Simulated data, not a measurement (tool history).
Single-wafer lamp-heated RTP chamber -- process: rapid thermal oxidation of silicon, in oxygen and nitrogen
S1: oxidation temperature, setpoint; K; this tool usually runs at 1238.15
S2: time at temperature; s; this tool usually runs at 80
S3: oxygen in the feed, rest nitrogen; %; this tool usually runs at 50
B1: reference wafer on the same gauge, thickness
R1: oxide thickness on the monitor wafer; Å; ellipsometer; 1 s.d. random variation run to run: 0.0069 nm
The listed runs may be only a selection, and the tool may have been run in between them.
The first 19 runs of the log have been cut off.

run,hour,S1,S2,S3,B1,R1
20,1235.2,1238.15,65,33,4.4,35.11
21,1295.4,1238.15,107,76,4.4,54.91
22,1363.1,1238.15,46,29,4.398,30.5
23,1415.6,1222.15,80,50,4.399,38.36
# hour 1457.8: oxygen flow controller replaced
24,1460.8,1212.15,80,50,4.399,35.65
25,1606.9,1238.15,80,50,4.399,42.4
# hour 1673: gauge calibrated
26,1694.5,1262.15,61,25,4.402,36.39
27,1753.9,1260.15,80,50,4.398,49.41
28,1809.8,1211.15,94,66,4.399,40.99
29,1885.4,1238.15,109,50,4.401,48.36
30,1980.7,1210.15,112,63,4.4,43.05
31,2046.9,1267.15,80,50,4.401,52.23
32,2126.2,1214.15,40,50,4.403,29.15
# hour 2186.5: pyrometer window cleaned and pyrometer calibrated
33,2225.8,1238.15,114,39,4.401,45.11
34,2328.2,1238.15,80,50,4.397,42.31
35,2382.1,1229.15,61,21,4.399,29.6
36,2464.8,1252.15,45,27,4.4,31.65
37,2512.2,1212.15,80,50,4.401,35.69
38,2573.7,1238.15,49,27,4.4,30.45

Here are 4 independent what-if runs from the current tool condition. What would each one return?
A,2574.2,1238.15,80,50,?,?
B,2574.2,1224.15,120,39,?,?
C,2574.2,1238.15,80,36,?,?
D,2574.2,1208.15,55,25,?,?

run,B1,R1
A,4.399,42.39
B,4.399,42.1
C,4.399,38.53
D,4.399,27.4
What these runs would have given with no unlogged condition in the tool:
run,R1
A,41.96
B,41.64
C,38.13
D,27.23
